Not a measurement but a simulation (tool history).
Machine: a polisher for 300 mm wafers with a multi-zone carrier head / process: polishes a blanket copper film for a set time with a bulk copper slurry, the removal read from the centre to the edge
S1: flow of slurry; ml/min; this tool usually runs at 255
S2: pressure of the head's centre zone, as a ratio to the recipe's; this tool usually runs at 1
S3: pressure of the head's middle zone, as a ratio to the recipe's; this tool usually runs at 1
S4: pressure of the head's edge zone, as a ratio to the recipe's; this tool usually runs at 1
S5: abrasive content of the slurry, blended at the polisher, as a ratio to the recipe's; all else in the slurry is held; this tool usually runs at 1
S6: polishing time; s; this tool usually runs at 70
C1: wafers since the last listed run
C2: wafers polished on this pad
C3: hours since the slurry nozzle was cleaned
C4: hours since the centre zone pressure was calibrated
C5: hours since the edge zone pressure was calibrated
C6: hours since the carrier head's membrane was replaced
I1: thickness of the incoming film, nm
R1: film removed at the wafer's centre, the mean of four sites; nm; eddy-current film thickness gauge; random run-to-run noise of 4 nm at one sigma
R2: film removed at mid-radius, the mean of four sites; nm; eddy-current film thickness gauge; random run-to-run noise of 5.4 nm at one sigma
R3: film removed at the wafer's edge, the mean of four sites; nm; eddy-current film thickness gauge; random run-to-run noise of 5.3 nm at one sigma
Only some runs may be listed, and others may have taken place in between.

run 1 hour=0 | S1=255 S2=1 S3=1 S4=1 S5=1 S6=70 | C1=0 C2=449 C3=452.5 C4=1251.8 C5=500 C6=757.8 | I1=2775.4 | R1=651.9 R2=658.4 R3=642.8
-- hour=13.5 slurry nozzle cleaned
run 2 hour=20.3 | S1=255 S2=1 S3=1 S4=1 S5=1 S6=70 | C1=152 C2=602 C3=6.8 C4=1272.1 C5=520.3 C6=778.1 | I1=2759.1 | R1=648.7 R2=655.3 R3=639.8
-- hour=38.3 centre zone pressure recalibrated
run 3 hour=46.7 | S1=255 S2=1 S3=1 S4=1 S5=1 S6=70 | C1=192 C2=794 C3=33.2 C4=8.4 C5=546.7 C6=804.5 | I1=2820.2 | R1=660.4 R2=664.1 R3=639.6
run 4 hour=63.7 | S1=255 S2=1 S3=1.06 S4=0.94 S5=1 S6=70 | C1=134 C2=928 C3=50.2 C4=25.4 C5=563.7 C6=821.5 | I1=2825.9 | R1=653.8 R2=692.3 R3=638.8
run 5 hour=88.8 | S1=255 S2=1 S3=1.06 S4=0.94 S5=1 S6=70 | C1=197 C2=1126 C3=75.3 C4=50.5 C5=588.8 C6=846.6 | I1=2812.8 | R1=655.5 R2=699.2 R3=625.4
-- hour=100.7 worn pad replaced by a new one
run 6 hour=101.6 | S1=175 S2=0.95 S3=0.93 S4=1 S5=0.75 S6=70 | C1=69 C2=6 C3=88.1 C4=63.3 C5=601.6 C6=859.4 | I1=2835.5 | R1=545.4 R2=552 R3=569.8
run 7 hour=131.1 | S1=255 S2=1 S3=1 S4=1 S5=1 S6=70 | C1=232 C2=239 C3=117.6 C4=92.8 C5=631.1 C6=888.9 | I1=2841.7 | R1=662.3 R2=664.2 R3=647.3
run 8 hour=156.6 | S1=255 S2=0.93 S3=1 S4=1 S5=1 S6=52 | C1=201 C2=440 C3=143.1 C4=118.3 C5=656.6 C6=914.4 | I1=2742.9 | R1=447 R2=493.1 R3=479.5
run 9 hour=187.1 | S1=255 S2=1.07 S3=1.07 S4=1 S5=1 S6=52 | C1=240 C2=681 C3=173.6 C4=148.8 C5=687.1 C6=944.9 | I1=2800.2 | R1=517.6 R2=520.7 R3=471.9
-- hour=202.3 edge zone pressure recalibrated
run 10 hour=221.7 | S1=255 S2=1 S3=1 S4=1 S5=1 S6=70 | C1=257 C2=938 C3=208.2 C4=183.4 C5=19.4 C6=979.5 | I1=2806.3 | R1=654.9 R2=665.1 R3=651.1
run 11 hour=249.8 | S1=255 S2=0.95 S3=1 S4=1 S5=1 S6=70 | C1=221 C2=1160 C3=236.3 C4=211.5 C5=47.5 C6=1007.6 | I1=2803.4 | R1=623.9 R2=668.7 R3=647.3
run 12 hour=270.4 | S1=255 S2=1 S3=1 S4=1 S5=1 S6=70 | C1=162 C2=1322 C3=256.9 C4=232.1 C5=68.1 C6=1028.2 | I1=2835.9 | R1=658.3 R2=665.5 R3=637.2
-- hour=275.6 carrier head's membrane replaced by a new one
-- hour=277.7 worn pad replaced by a new one
run 13 hour=293.6 | S1=165 S2=1.04 S3=0.97 S4=1 S5=0.8 S6=70 | C1=126 C2=125 C3=280.1 C4=255.3 C5=91.3 C6=18 | I1=2809.7 | R1=599.4 R2=570.2 R3=578.9
run 14 hour=326.3 | S1=255 S2=0.88 S3=1 S4=1 S5=1 S6=70 | C1=257 C2=383 C3=312.8 C4=288 C5=124 C6=50.7 | I1=2781 | R1=578.5 R2=673.9 R3=640.1
run 15 hour=344 | S1=255 S2=1.11 S3=1 S4=1 S5=1 S6=70 | C1=139 C2=522 C3=330.5 C4=305.7 C5=141.7 C6=68.4 | I1=2778 | R1=729.8 R2=650.9 R3=644.6
run 16 hour=376.7 | S1=255 S2=1 S3=0.92 S4=1 S5=1 S6=70 | C1=257 C2=780 C3=363.2 C4=338.4 C5=174.4 C6=101.1 | I1=2809.1 | R1=653.9 R2=624 R3=632.8
run 17 hour=392.8 | S1=255 S2=1 S3=1 S4=1 S5=1.25 S6=63 | C1=126 C2=907 C3=379.3 C4=354.5 C5=190.5 C6=117.2 | I1=2832.3 | R1=618.6 R2=636.6 R3=606.7
run 18 hour=410.4 | S1=175 S2=0.97 S3=1 S4=1 S5=1 S6=88 | C1=138 C2=1046 C3=396.9 C4=372.1 C5=208.1 C6=134.8 | I1=2772.6 | R1=750 R2=791.7 R3=773.4
run 19 hour=432.2 | S1=255 S2=1 S3=1 S4=0.89 S5=0.9 S6=70 | C1=171 C2=1218 C3=418.7 C4=393.9 C5=229.9 C6=156.6 | I1=2817.9 | R1=639.1 R2=639.8 R3=603.2
-- hour=443.4 worn pad replaced by a new one
run 20 hour=446.3 | S1=255 S2=1 S3=1 S4=0.89 S5=1 S6=70 | C1=79 C2=22 C3=432.8 C4=408 C5=244 C6=170.7 | I1=2824.7 | R1=650.8 R2=659.8 R3=612.5
run 21 hour=464.9 | S1=255 S2=1 S3=1 S4=1 S5=1 S6=70 | C1=146 C2=169 C3=451.4 C4=426.6 C5=262.6 C6=189.3 | I1=2841.9 | R1=651.3 R2=651.1 R3=638.1

Each row is a separate what-if for the run after 21, all from the same tool condition, not one after another. Results?
run A hour=465.4 | S1=335 S2=1 S3=1 S4=1 S5=1 S6=70 | C1=3 C2=173 C3=451.9 C4=427.1 C5=263.1 C6=189.8 | I1=2755.6 | R1=? R2=? R3=?
run B hour=465.4 | S1=255 S2=1.1 S3=1 S4=1 S5=1 S6=83 | C1=3 C2=173 C3=451.9 C4=427.1 C5=263.1 C6=189.8 | I1=2755.6 | R1=? R2=? R3=?
run C hour=465.4 | S1=255 S2=1 S3=0.89 S4=1.03 S5=1.25 S6=70 | C1=3 C2=173 C3=451.9 C4=427.1 C5=263.1 C6=189.8 | I1=2755.6 | R1=? R2=? R3=?
run D hour=465.4 | S1=255 S2=1.05 S3=0.89 S4=1.09 S5=1 S6=77 | C1=3 C2=173 C3=451.9 C4=427.1 C5=263.1 C6=189.8 | I1=2755.6 | R1=? R2=? R3=?

run=A R1=678.9 R2=679.3 R3=653.8
run=B R1=859.2 R2=783.1 R3=759
run=C R1=695.9 R2=634.1 R3=685.6
run=D R1=760 R2=659.1 R3=728.3
What these runs would have given with no unlogged condition in the tool:
run=A R1=678.9 R2=679.3 R3=653.8
run=B R1=859.2 R2=783.1 R3=759
run=C R1=695.9 R2=634.1 R3=685.6
run=D R1=760 R2=659.1 R3=728.3
